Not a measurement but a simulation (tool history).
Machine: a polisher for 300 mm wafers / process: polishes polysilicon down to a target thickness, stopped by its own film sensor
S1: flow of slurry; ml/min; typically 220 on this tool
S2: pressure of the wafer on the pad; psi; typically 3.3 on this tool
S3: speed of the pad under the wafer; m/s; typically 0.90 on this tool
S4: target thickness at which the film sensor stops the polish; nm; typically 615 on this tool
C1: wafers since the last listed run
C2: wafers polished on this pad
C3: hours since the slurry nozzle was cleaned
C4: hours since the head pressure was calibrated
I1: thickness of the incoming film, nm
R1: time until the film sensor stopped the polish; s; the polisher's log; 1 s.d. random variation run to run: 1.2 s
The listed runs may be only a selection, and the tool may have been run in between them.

{"run": 1, "day": 0.0, "S1": 220, "S2": 3.3, "S3": 0.9, "S4": 615, "C1": 0, "C2": 214, "C3": 426.3, "C4": 128.8, "I1": 1190.5, "R1": 64.5}
{"run": 2, "day": 2.458, "S1": 220, "S2": 3.3, "S3": 0.9, "S4": 615, "C1": 518, "C2": 732, "C3": 485.3, "C4": 187.8, "I1": 1208.3, "R1": 66.6}
{"run": 3, "day": 4.983, "S1": 220, "S2": 3.3, "S3": 0.9, "S4": 615, "C1": 532, "C2": 1265, "C3": 545.9, "C4": 248.4, "I1": 1213.7, "R1": 68.7}
{"run": 4, "day": 7.404, "S1": 220, "S2": 3.3, "S3": 0.9, "S4": 615, "C1": 510, "C2": 1775, "C3": 604.0, "C4": 306.5, "I1": 1212.2, "R1": 67.5}
{"run": 5, "day": 8.45, "S1": 220, "S2": 3.3, "S3": 0.9, "S4": 615, "C1": 220, "C2": 1996, "C3": 629.1, "C4": 331.6, "I1": 1219.2, "R1": 69.4}
{"day": 9.246, "done": "slurry nozzle cleaned"}
{"run": 6, "day": 9.708, "S1": 220, "S2": 3.3, "S3": 0.9, "S4": 615, "C1": 256, "C2": 2252, "C3": 11.1, "C4": 361.8, "I1": 1212.2, "R1": 71.4}
{"run": 7, "day": 10.858, "S1": 220, "S2": 3.3, "S3": 0.9, "S4": 615, "C1": 242, "C2": 2495, "C3": 38.7, "C4": 389.4, "I1": 1207.7, "R1": 70.3}
{"run": 8, "day": 13.254, "S1": 220, "S2": 3.3, "S3": 0.9, "S4": 615, "C1": 505, "C2": 3000, "C3": 96.2, "C4": 446.9, "I1": 1205.2, "R1": 72.9}
{"day": 14.117, "done": "worn pad replaced by a new one"}
{"run": 9, "day": 15.388, "S1": 220, "S2": 3.3, "S3": 0.9, "S4": 615, "C1": 414, "C2": 267, "C3": 147.4, "C4": 498.1, "I1": 1210.6, "R1": 67.5}
{"run": 10, "day": 20.933, "S1": 220, "S2": 3.3, "S3": 0.9, "S4": 615, "C1": 1169, "C2": 1436, "C3": 280.5, "C4": 631.2, "I1": 1199.4, "R1": 66.1}
{"run": 11, "day": 22.704, "S1": 220, "S2": 3.3, "S3": 0.9, "S4": 615, "C1": 373, "C2": 1810, "C3": 323.0, "C4": 673.7, "I1": 1225.6, "R1": 71.0}
{"run": 12, "day": 28.933, "S1": 220, "S2": 3.3, "S3": 0.9, "S4": 615, "C1": 1313, "C2": 3123, "C3": 472.5, "C4": 823.2, "I1": 1201.3, "R1": 72.7}
{"day": 30.133, "done": "head pressure recalibrated"}
{"day": 30.146, "done": "worn pad replaced by a new one"}
{"run": 13, "day": 30.733, "S1": 220, "S2": 3.3, "S3": 0.9, "S4": 615, "C1": 359, "C2": 124, "C3": 515.7, "C4": 14.4, "I1": 1217.0, "R1": 67.6}
{"run": 14, "day": 36.312, "S1": 220, "S2": 3.3, "S3": 0.9, "S4": 615, "C1": 1176, "C2": 1300, "C3": 649.6, "C4": 148.3, "I1": 1204.2, "R1": 65.9}
{"run": 15, "day": 38.175, "S1": 220, "S2": 3.3, "S3": 0.9, "S4": 615, "C1": 392, "C2": 1693, "C3": 694.3, "C4": 193.0, "I1": 1230.0, "R1": 72.4}
{"day": 38.975, "done": "slurry nozzle cleaned"}
{"run": 16, "day": 39.558, "S1": 220, "S2": 3.3, "S3": 0.9, "S4": 615, "C1": 282, "C2": 1976, "C3": 14.0, "C4": 226.2, "I1": 1214.0, "R1": 71.9}
{"run": 17, "day": 40.933, "S1": 220, "S2": 3.3, "S3": 0.9, "S4": 615, "C1": 289, "C2": 2266, "C3": 47.0, "C4": 259.2, "I1": 1187.2, "R1": 65.5}
{"run": 18, "day": 43.671, "S1": 175, "S2": 3.3, "S3": 0.66, "S4": 515, "C1": 577, "C2": 2843, "C3": 112.7, "C4": 324.9, "I1": 1212.2, "R1": 110.9}
{"run": 19, "day": 46.046, "S1": 160, "S2": 3.3, "S3": 0.9, "S4": 679, "C1": 500, "C2": 3344, "C3": 169.7, "C4": 381.9, "I1": 1228.1, "R1": 71.2}
{"day": 47.633, "done": "worn pad replaced by a new one"}
{"run": 20, "day": 48.638, "S1": 260, "S2": 3.3, "S3": 0.9, "S4": 615, "C1": 511, "C2": 211, "C3": 231.9, "C4": 444.1, "I1": 1218.3, "R1": 64.9}
{"run": 21, "day": 49.642, "S1": 220, "S2": 2.8, "S3": 0.9, "S4": 615, "C1": 211, "C2": 423, "C3": 256.0, "C4": 468.2, "I1": 1192.2, "R1": 78.8}
{"run": 22, "day": 52.4, "S1": 255, "S2": 2.4, "S3": 1.02, "S4": 675, "C1": 581, "C2": 1005, "C3": 322.2, "C4": 534.4, "I1": 1201.5, "R1": 70.2}
{"run": 23, "day": 55.142, "S1": 220, "S2": 4.4, "S3": 1.02, "S4": 615, "C1": 578, "C2": 1583, "C3": 388.0, "C4": 600.2, "I1": 1206.3, "R1": 48.6}
{"run": 24, "day": 56.312, "S1": 175, "S2": 3.3, "S3": 0.66, "S4": 515, "C1": 246, "C2": 1830, "C3": 416.1, "C4": 628.3, "I1": 1190.8, "R1": 106.5}
{"run": 25, "day": 58.958, "S1": 220, "S2": 3.3, "S3": 0.9, "S4": 615, "C1": 557, "C2": 2387, "C3": 479.6, "C4": 691.8, "I1": 1212.0, "R1": 70.8}
{"run": 26, "day": 61.692, "S1": 290, "S2": 4.3, "S3": 0.9, "S4": 615, "C1": 576, "C2": 2964, "C3": 545.2, "C4": 757.4, "I1": 1201.8, "R1": 57.6}
{"run": 27, "day": 62.938, "S1": 270, "S2": 2.7, "S3": 0.9, "S4": 716, "C1": 262, "C2": 3226, "C3": 575.1, "C4": 787.3, "I1": 1199.7, "R1": 73.8}
{"day": 63.338, "done": "worn pad replaced by a new one"}
{"run": 28, "day": 65.804, "S1": 220, "S2": 3.3, "S3": 0.9, "S4": 615, "C1": 569, "C2": 519, "C3": 643.9, "C4": 856.1, "I1": 1188.1, "R1": 63.2}
{"day": 66.733, "done": "slurry nozzle cleaned"}
{"run": 29, "day": 68.062, "S1": 220, "S2": 3.3, "S3": 0.9, "S4": 690, "C1": 467, "C2": 987, "C3": 31.9, "C4": 910.3, "I1": 1212.2, "R1": 57.0}
{"run": 30, "day": 70.458, "S1": 220, "S2": 3.3, "S3": 1.12, "S4": 615, "C1": 505, "C2": 1492, "C3": 89.4, "C4": 967.8, "I1": 1217.7, "R1": 59.1}
{"run": 31, "day": 72.129, "S1": 220, "S2": 4.3, "S3": 0.68, "S4": 798, "C1": 352, "C2": 1844, "C3": 129.5, "C4": 1007.9, "I1": 1212.0, "R1": 46.2}
{"day": 72.808, "done": "head pressure recalibrated"}
{"run": 32, "day": 74.888, "S1": 220, "S2": 4.5, "S3": 1.1, "S4": 615, "C1": 564, "C2": 2408, "C3": 195.7, "C4": 49.9, "I1": 1211.7, "R1": 44.3}
{"run": 33, "day": 76.483, "S1": 260, "S2": 3.3, "S3": 0.9, "S4": 466, "C1": 336, "C2": 2745, "C3": 234.0, "C4": 88.2, "I1": 1192.1, "R1": 89.7}
{"day": 78.633, "done": "worn pad replaced by a new one"}
{"run": 34, "day": 79.075, "S1": 220, "S2": 4.4, "S3": 1.2, "S4": 615, "C1": 511, "C2": 93, "C3": 296.2, "C4": 150.4, "I1": 1208.9, "R1": 40.5}

Pick out some run-to-run changes in R1. Of each, how much would a tool without hidden state show as well, from the settings, what came in and chance, and how much is left for the hidden state and any gauge scatter not in both results compared?
Unlogged tool condition in this case: removal rate lost through wear of the pad, %; slurry flow missing at the pad, %; deviation of the head's pressure from its setpoint, %.
Run 12 -> 13: head pressure recalibrated, worn pad replaced by a new one. R1 -5.1 s: hidden state -7.8, all else +2.7.
Run 17 -> 18: S1 220 -> 175, S3 0.90 -> 0.66, S4 615 -> 515. R1 +45.4 s: hidden state +6.6, all else +38.8.
Run 19 -> 20: S1 160 -> 260, S4 679 -> 615, worn pad replaced by a new one. R1 -6.3 s: hidden state -7.8, all else +1.5.
Run 23 -> 24: S1 220 -> 175, S2 4.4 -> 3.3, S3 1.02 -> 0.66, S4 615 -> 515. R1 +57.9 s: hidden state +4.0, all else +53.9.
Run 27 -> 28: S1 270 -> 220, S2 2.7 -> 3.3, S4 716 -> 615, worn pad replaced by a new one. R1 -10.6 s: hidden state -9.7, all else -0.9.
Run 33 -> 34: S1 260 -> 220, S2 3.3 -> 4.4, S3 0.90 -> 1.20, S4 466 -> 615, worn pad replaced by a new one. R1 -49.2 s: hidden state -7.3, all else -41.9.

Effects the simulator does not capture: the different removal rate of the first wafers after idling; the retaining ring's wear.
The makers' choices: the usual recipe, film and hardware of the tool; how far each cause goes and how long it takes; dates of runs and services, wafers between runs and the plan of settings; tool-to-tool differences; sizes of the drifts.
